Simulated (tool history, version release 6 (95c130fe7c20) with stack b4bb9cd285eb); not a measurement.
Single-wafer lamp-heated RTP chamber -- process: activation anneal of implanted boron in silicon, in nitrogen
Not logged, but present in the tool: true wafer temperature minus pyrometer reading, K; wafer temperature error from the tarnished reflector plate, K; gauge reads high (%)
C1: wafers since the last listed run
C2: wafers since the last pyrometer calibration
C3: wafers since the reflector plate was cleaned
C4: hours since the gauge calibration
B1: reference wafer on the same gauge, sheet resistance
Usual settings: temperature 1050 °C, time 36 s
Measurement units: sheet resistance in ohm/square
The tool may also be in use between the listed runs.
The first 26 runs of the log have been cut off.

{"run": 27, "day": 30.154, "temperature": 1050, "time": 36, "C1": 355, "C2": 6843, "C3": 4800, "C4": 423.4, "B1": 110.98, "sheet resistance": 106.56}
{"day": 30.838, "done": "reflector plate cleaned"}
{"run": 28, "day": 31.283, "temperature": 1050, "time": 36, "C1": 274, "C2": 7117, "C3": 154, "C4": 450.5, "B1": 111.03, "sheet resistance": 106.46}
{"run": 29, "day": 32.596, "temperature": 1040, "time": 16, "C1": 452, "C2": 7570, "C3": 607, "C4": 482.0, "B1": 111.0, "sheet resistance": 108.05}
{"day": 34.483, "done": "pyrometer window cleaned and pyrometer calibrated"}
{"run": 30, "day": 36.458, "temperature": 1073, "time": 36, "C1": 1217, "C2": 680, "C3": 1824, "C4": 574.7, "B1": 110.98, "sheet resistance": 106.12}
{"run": 31, "day": 37.467, "temperature": 1079, "time": 52, "C1": 347, "C2": 1028, "C3": 2172, "C4": 598.9, "B1": 111.05, "sheet resistance": 104.65}
{"run": 32, "day": 38.271, "temperature": 1050, "time": 36, "C1": 277, "C2": 1306, "C3": 2449, "C4": 618.2, "B1": 111.0, "sheet resistance": 106.9}
{"run": 33, "day": 40.438, "temperature": 1027, "time": 53, "C1": 747, "C2": 2053, "C3": 3197, "C4": 670.2, "B1": 111.0, "sheet resistance": 107.45}
{"run": 34, "day": 43.175, "temperature": 1050, "time": 45, "C1": 944, "C2": 2997, "C3": 4141, "C4": 735.9, "B1": 111.03, "sheet resistance": 106.29}
{"day": 44.021, "done": "reflector plate cleaned"}
{"run": 35, "day": 44.042, "temperature": 1038, "time": 36, "C1": 183, "C2": 3181, "C3": 6, "C4": 756.7, "B1": 110.97, "sheet resistance": 107.16}

For run 36, what comes out?
{"run": 36, "day": 44.858, "temperature": 1066, "time": 36, "C1": 281, "C2": 3463, "C3": 288, "C4": 776.3, "B1": "?", "sheet resistance": "?"}

Run 36 produced B1 111.02, sheet resistance 105.87 ohm/square.
On a tool with no hidden condition, and with the same random variation, this run would have come out at sheet resistance 106.13 ohm/square.

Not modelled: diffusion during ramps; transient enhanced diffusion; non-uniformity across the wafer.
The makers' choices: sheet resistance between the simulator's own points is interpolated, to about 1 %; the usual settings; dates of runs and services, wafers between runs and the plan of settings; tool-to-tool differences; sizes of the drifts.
